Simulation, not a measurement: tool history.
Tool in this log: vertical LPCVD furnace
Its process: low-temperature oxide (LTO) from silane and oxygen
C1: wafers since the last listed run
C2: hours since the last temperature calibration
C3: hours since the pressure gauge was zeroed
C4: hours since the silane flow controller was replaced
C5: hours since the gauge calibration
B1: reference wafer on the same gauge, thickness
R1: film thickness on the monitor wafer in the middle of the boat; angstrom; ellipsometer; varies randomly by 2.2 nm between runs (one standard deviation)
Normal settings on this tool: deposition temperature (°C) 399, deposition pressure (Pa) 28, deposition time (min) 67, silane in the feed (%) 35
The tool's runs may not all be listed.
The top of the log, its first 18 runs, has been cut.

{"hour": 1106.4, "done": "gauge calibrated"}
{"run": 19, "hour": 1138.5, "deposition temperature (°C)": 389, "deposition pressure (Pa)": 28, "deposition time (min)": 67, "silane in the feed (%)": 35, "C1": 1814, "C2": 534.3, "C3": 621.5, "C4": 622.6, "C5": 32.1, "B1": 480.12, "R1": 4748.2}
{"run": 20, "hour": 1188.7, "deposition temperature (°C)": 404, "deposition pressure (Pa)": 28, "deposition time (min)": 44, "silane in the feed (%)": 41, "C1": 520, "C2": 584.5, "C3": 671.7, "C4": 672.8, "C5": 82.3, "B1": 480.15, "R1": 4530.3}
{"run": 21, "hour": 1224.2, "deposition temperature (°C)": 399, "deposition pressure (Pa)": 28, "deposition time (min)": 50.5, "silane in the feed (%)": 41, "C1": 368, "C2": 620, "C3": 707.2, "C4": 708.3, "C5": 117.8, "B1": 481.2, "R1": 4950.9}
{"run": 22, "hour": 1267.6, "deposition temperature (°C)": 399, "deposition pressure (Pa)": 22.7, "deposition time (min)": 67, "silane in the feed (%)": 35, "C1": 449, "C2": 663.4, "C3": 750.6, "C4": 751.7, "C5": 161.2, "B1": 479.66, "R1": 4376.4}
{"run": 23, "hour": 1291.9, "deposition temperature (°C)": 393, "deposition pressure (Pa)": 24, "deposition time (min)": 93.5, "silane in the feed (%)": 29, "C1": 251, "C2": 687.7, "C3": 774.9, "C4": 776, "C5": 185.5, "B1": 481.37, "R1": 4600.7}
{"run": 24, "hour": 1337.1, "deposition temperature (°C)": 399, "deposition pressure (Pa)": 28, "deposition time (min)": 67, "silane in the feed (%)": 37, "C1": 468, "C2": 732.9, "C3": 820.1, "C4": 821.2, "C5": 230.7, "B1": 479.83, "R1": 5811.1}
{"run": 25, "hour": 1398.8, "deposition temperature (°C)": 399, "deposition pressure (Pa)": 21.3, "deposition time (min)": 67, "silane in the feed (%)": 35, "C1": 639, "C2": 794.6, "C3": 881.8, "C4": 882.9, "C5": 292.4, "B1": 479.82, "R1": 4127}
{"run": 26, "hour": 1436.2, "deposition temperature (°C)": 399, "deposition pressure (Pa)": 28, "deposition time (min)": 67, "silane in the feed (%)": 35, "C1": 387, "C2": 832, "C3": 919.2, "C4": 920.3, "C5": 329.8, "B1": 480.32, "R1": 5415.4}
{"run": 27, "hour": 1503.6, "deposition temperature (°C)": 404, "deposition pressure (Pa)": 32, "deposition time (min)": 67, "silane in the feed (%)": 35, "C1": 698, "C2": 899.4, "C3": 986.6, "C4": 987.7, "C5": 397.2, "B1": 480.03, "R1": 6537.4}
{"run": 28, "hour": 1536.4, "deposition temperature (°C)": 408, "deposition pressure (Pa)": 23.3, "deposition time (min)": 67, "silane in the feed (%)": 38, "C1": 340, "C2": 932.2, "C3": 1019.4, "C4": 1020.5, "C5": 430, "B1": 480.49, "R1": 5548.1}
{"run": 29, "hour": 1645.2, "deposition temperature (°C)": 399, "deposition pressure (Pa)": 28, "deposition time (min)": 67, "silane in the feed (%)": 35, "C1": 1127, "C2": 1041, "C3": 1128.2, "C4": 1129.3, "C5": 538.8, "B1": 478.72, "R1": 5443}
{"run": 30, "hour": 1719.1, "deposition temperature (°C)": 399, "deposition pressure (Pa)": 28, "deposition time (min)": 67, "silane in the feed (%)": 35, "C1": 766, "C2": 1114.9, "C3": 1202.1, "C4": 1203.2, "C5": 612.7, "B1": 480.77, "R1": 5431.1}

Each row is a separate what-if for the run after 30, all from the same tool condition, not one after another. Results?
{"run": "A", "hour": 1723.6, "deposition temperature (°C)": 399, "deposition pressure (Pa)": 28, "deposition time (min)": 67, "silane in the feed (%)": 29, "C1": 46, "C2": 1119.4, "C3": 1206.6, "C4": 1207.7, "C5": 617.2, "B1": "?", "R1": "?"}
{"run": "B", "hour": 1723.6, "deposition temperature (°C)": 392, "deposition pressure (Pa)": 28, "deposition time (min)": 48, "silane in the feed (%)": 35, "C1": 46, "C2": 1119.4, "C3": 1206.6, "C4": 1207.7, "C5": 617.2, "B1": "?", "R1": "?"}
{"run": "C", "hour": 1723.6, "deposition temperature (°C)": 411, "deposition pressure (Pa)": 22.7, "deposition time (min)": 67, "silane in the feed (%)": 41, "C1": 46, "C2": 1119.4, "C3": 1206.6, "C4": 1207.7, "C5": 617.2, "B1": "?", "R1": "?"}
{"run": "D", "hour": 1723.6, "deposition temperature (°C)": 411, "deposition pressure (Pa)": 28, "deposition time (min)": 67, "silane in the feed (%)": 35, "C1": 46, "C2": 1119.4, "C3": 1206.6, "C4": 1207.7, "C5": 617.2, "B1": "?", "R1": "?"}
{"run": "E", "hour": 1723.6, "deposition temperature (°C)": 399, "deposition pressure (Pa)": 28, "deposition time (min)": 67, "silane in the feed (%)": 28, "C1": 46, "C2": 1119.4, "C3": 1206.6, "C4": 1207.7, "C5": 617.2, "B1": "?", "R1": "?"}

run=A B1=479.91 R1=4189.5
run=B B1=479.91 R1=3602.7
run=C B1=479.91 R1=6096.4
run=D B1=479.91 R1=6231.6
run=E B1=479.91 R1=3976.8
Without the tool's unlogged condition, the same runs would have read:
run=A R1=4042.3
run=B R1=3484.4
run=C R1=5926.9
run=D R1=6039.6
run=E R1=3835
